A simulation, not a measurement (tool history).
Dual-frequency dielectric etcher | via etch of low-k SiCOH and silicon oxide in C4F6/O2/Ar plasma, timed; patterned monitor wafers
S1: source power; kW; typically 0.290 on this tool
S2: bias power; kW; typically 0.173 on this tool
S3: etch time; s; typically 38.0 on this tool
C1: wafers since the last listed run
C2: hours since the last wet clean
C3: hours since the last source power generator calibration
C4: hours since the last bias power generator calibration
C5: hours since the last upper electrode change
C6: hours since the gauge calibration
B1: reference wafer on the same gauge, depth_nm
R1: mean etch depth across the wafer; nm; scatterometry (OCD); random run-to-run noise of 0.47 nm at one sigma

run,hour,S1,S2,S3,C1,C2,C3,C4,C5,C6,B1,R1
1,0.0,0.290,0.173,44.5,0,221.5,3084.2,5299.2,3515.2,356.4,86.4,100.4
2,16.5,0.290,0.173,44.5,268,238.0,3100.7,5315.7,3531.7,372.9,86.5,100.7
3,31.4,0.320,0.173,38.0,242,252.9,3115.6,5330.6,3546.6,387.8,86.5,92.1
4,38.7,0.350,0.173,38.0,118,260.2,3122.9,5337.9,3553.9,395.1,86.4,97.0
5,49.9,0.290,0.173,38.0,182,271.4,3134.1,5349.1,3565.1,406.3,86.5,85.9
6,57.0,0.290,0.173,38.0,115,278.5,3141.2,5356.2,3572.2,413.4,86.7,87.3
# hour 76.5: source power generator calibrated
7,77.0,0.290,0.173,38.0,260,298.5,0.5,5376.2,3592.2,433.4,86.6,86.2
8,80.6,0.290,0.173,38.0,58,302.1,4.1,5379.8,3595.8,437.0,86.5,86.7
# hour 89.2: bias power generator calibrated
9,93.8,0.290,0.173,38.0,149,315.3,17.3,4.6,3609.0,450.2,86.4,86.2
# hour 106.0: gauge calibrated
# hour 122.6: wet clean of the chamber
10,123.1,0.290,0.173,38.0,86,0.5,46.6,33.9,3638.3,17.1,86.3,86.6
11,123.4,0.290,0.173,38.0,4,0.8,46.9,34.2,3638.6,17.4,86.2,86.1
12,125.4,0.290,0.173,38.0,32,2.8,48.9,36.2,3640.6,19.4,86.5,85.4
13,133.2,0.260,0.155,38.0,127,10.6,56.7,44.0,3648.4,27.2,86.5,77.7
# hour 159.0: upper electrode replaced
14,159.5,0.290,0.190,27.0,37,36.9,83.0,70.3,0.5,53.5,86.5,62.6
15,160.3,0.290,0.173,38.0,13,37.7,83.8,71.1,1.3,54.3,86.4,86.2
16,205.0,0.290,0.173,38.0,728,82.4,128.5,115.8,46.0,99.0,86.3,86.0
17,213.2,0.250,0.173,46.5,133,90.6,136.7,124.0,54.2,107.2,86.4,95.8
18,225.2,0.290,0.188,46.0,195,102.6,148.7,136.0,66.2,119.2,86.5,107.0
19,238.8,0.270,0.173,46.5,221,116.2,162.3,149.6,79.8,132.8,86.4,100.4
20,250.9,0.290,0.192,44.0,197,128.3,174.4,161.7,91.9,144.9,86.4,103.1
21,259.3,0.330,0.173,49.5,136,136.7,182.8,170.1,100.3,153.3,86.6,122.9
22,267.2,0.230,0.158,43.5,128,144.6,190.7,178.0,108.2,161.2,86.5,81.8
23,295.6,0.290,0.149,30.0,462,173.0,219.1,206.4,136.6,189.6,86.3,65.4
24,311.2,0.220,0.214,42.5,254,188.6,234.7,222.0,152.2,205.2,86.3,85.9
25,318.5,0.290,0.146,29.0,118,195.9,242.0,229.3,159.5,212.5,86.4,62.5
26,328.5,0.290,0.173,38.0,162,205.9,252.0,239.3,169.5,222.5,86.4,86.0
27,344.6,0.310,0.173,45.0,262,222.0,268.1,255.4,185.6,238.6,86.4,106.4
28,356.2,0.260,0.157,46.0,188,233.6,279.7,267.0,197.2,250.2,86.7,95.9
29,365.1,0.290,0.215,38.0,144,242.5,288.6,275.9,206.1,259.1,86.6,93.0
30,381.0,0.260,0.173,43.0,259,258.4,304.5,291.8,222.0,275.0,86.5,90.0

Here are 4 independent what-if runs from the current tool condition. What would each one return?
A,381.4,0.290,0.173,38.0,6,258.8,304.9,292.2,222.4,275.4,?,?
B,381.4,0.260,0.202,29.5,6,258.8,304.9,292.2,222.4,275.4,?,?
C,381.4,0.250,0.149,32.0,6,258.8,304.9,292.2,222.4,275.4,?,?
D,381.4,0.290,0.154,38.0,6,258.8,304.9,292.2,222.4,275.4,?,?

run,B1,R1
A,86.4,85.9
B,86.4,65.2
C,86.4,62.8
D,86.4,83.0
Without the tool's unlogged condition, the same runs would have read:
run,R1
A,85.9
B,65.2
C,62.8
D,83.0
